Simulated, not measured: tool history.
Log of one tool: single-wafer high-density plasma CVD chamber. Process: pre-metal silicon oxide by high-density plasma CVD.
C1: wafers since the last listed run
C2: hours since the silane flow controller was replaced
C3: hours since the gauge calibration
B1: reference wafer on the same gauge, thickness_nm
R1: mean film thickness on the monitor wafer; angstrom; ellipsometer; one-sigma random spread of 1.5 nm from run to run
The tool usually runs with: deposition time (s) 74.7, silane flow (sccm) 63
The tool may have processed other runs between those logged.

{"run": 1, "hour": 0.0, "deposition time (s)": 80.1, "silane flow (sccm)": 63, "C1": 0, "C2": 3907.2, "C3": 172.4, "B1": 441.377, "R1": 5278.55}
{"run": 2, "hour": 29.1, "deposition time (s)": 80.1, "silane flow (sccm)": 63, "C1": 540, "C2": 3936.3, "C3": 201.5, "B1": 441.663, "R1": 5300.65}
{"run": 3, "hour": 98.9, "deposition time (s)": 74.7, "silane flow (sccm)": 67, "C1": 1295, "C2": 4006.1, "C3": 271.3, "B1": 441.641, "R1": 5247.75}
{"run": 4, "hour": 132.8, "deposition time (s)": 83.2, "silane flow (sccm)": 63, "C1": 629, "C2": 4040, "C3": 305.2, "B1": 442.068, "R1": 5491.4}
{"run": 5, "hour": 199.1, "deposition time (s)": 83.2, "silane flow (sccm)": 63, "C1": 1230, "C2": 4106.3, "C3": 371.5, "B1": 442.106, "R1": 5501.76}
{"run": 6, "hour": 227.8, "deposition time (s)": 74.7, "silane flow (sccm)": 63, "C1": 532, "C2": 4135, "C3": 400.2, "B1": 442.118, "R1": 4935.23}
{"hour": 243.7, "done": "silane flow controller replaced"}
{"hour": 260.2, "done": "gauge calibrated"}
{"run": 7, "hour": 266.5, "deposition time (s)": 74.7, "silane flow (sccm)": 58, "C1": 569, "C2": 22.8, "C3": 6.3, "B1": 441.913, "R1": 4564.12}
{"run": 8, "hour": 297.5, "deposition time (s)": 74.7, "silane flow (sccm)": 58, "C1": 575, "C2": 53.8, "C3": 37.3, "B1": 441.673, "R1": 4528.81}
{"run": 9, "hour": 341.1, "deposition time (s)": 63.1, "silane flow (sccm)": 63, "C1": 809, "C2": 97.4, "C3": 80.9, "B1": 441.316, "R1": 4174.79}
{"run": 10, "hour": 382.5, "deposition time (s)": 74.7, "silane flow (sccm)": 63, "C1": 768, "C2": 138.8, "C3": 122.3, "B1": 442.579, "R1": 4922.83}
{"run": 11, "hour": 442.8, "deposition time (s)": 61, "silane flow (sccm)": 63, "C1": 1119, "C2": 199.1, "C3": 182.6, "B1": 441.791, "R1": 4035.73}
{"run": 12, "hour": 484.7, "deposition time (s)": 87.1, "silane flow (sccm)": 75, "C1": 777, "C2": 241, "C3": 224.5, "B1": 442.063, "R1": 6868.21}

What will run 13 give?
{"run": 13, "hour": 540.9, "deposition time (s)": 60.4, "silane flow (sccm)": 69, "C1": 1043, "C2": 297.2, "C3": 280.7, "B1": "?", "R1": "?"}

B1: 441.353
R1: 4386.21 angstrom
Without the tool's hidden state the same run would have given R1 4386.21 angstrom.
